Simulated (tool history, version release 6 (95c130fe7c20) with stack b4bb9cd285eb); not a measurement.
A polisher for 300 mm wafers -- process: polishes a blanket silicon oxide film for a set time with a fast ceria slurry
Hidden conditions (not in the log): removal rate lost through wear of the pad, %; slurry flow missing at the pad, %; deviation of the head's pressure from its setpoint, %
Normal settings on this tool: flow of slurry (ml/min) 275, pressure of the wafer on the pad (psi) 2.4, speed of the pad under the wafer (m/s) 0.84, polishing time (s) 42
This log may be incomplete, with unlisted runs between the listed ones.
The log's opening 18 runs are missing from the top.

run	hour	flow of slurry (ml/min)	pressure of the wafer on the pad (psi)	speed of the pad under the wafer (m/s)	polishing time (s)	wafers since the last listed run	wafers polished on this pad	hours since the slurry nozzle was cleaned	hours since the head pressure was calibrated	incoming thickness of the incoming film, nm	film removed (nm)
# hour 1254.2: slurry nozzle cleaned
# hour 1254.9: head pressure recalibrated
19	1331.4	250	2.4	0.84	42	772	1589	77.2	76.5	3622.9	317.6
20	1434.1	245	2.4	0.64	42	993	2582	179.9	179.2	3638.4	263.1
21	1471.1	275	2.4	0.84	42	357	2940	216.9	216.2	3610.2	328.4
22	1541.0	275	2.4	1.02	42	676	3616	286.8	286.1	3630.4	384.2
# hour 1594.1: worn pad replaced by a new one
23	1630.5	275	3.0	0.94	42	827	352	376.3	375.6	3666.8	454.6
# hour 1640.7: head pressure recalibrated, repeated, since the last time left the tool worse
# hour 1713.7: slurry nozzle cleaned
24	1722.6	275	2.4	0.84	28	861	1214	8.9	81.9	3577.9	256.5
25	1786.1	275	2.4	0.84	38	614	1828	72.4	145.4	3614.7	345.4
26	1828.9	275	2.4	0.84	55	414	2242	115.2	188.2	3623.8	508.9

What does the tool deliver on the next run?
27	1875.4	205	1.8	0.98	51	449	2692	161.7	234.7	3578.6	?

Run 27 yielded film removed (nm) 384.5.
With the hidden condition absent and the run-to-run variation left alone, this run would have shown film removed (nm) 385.5.

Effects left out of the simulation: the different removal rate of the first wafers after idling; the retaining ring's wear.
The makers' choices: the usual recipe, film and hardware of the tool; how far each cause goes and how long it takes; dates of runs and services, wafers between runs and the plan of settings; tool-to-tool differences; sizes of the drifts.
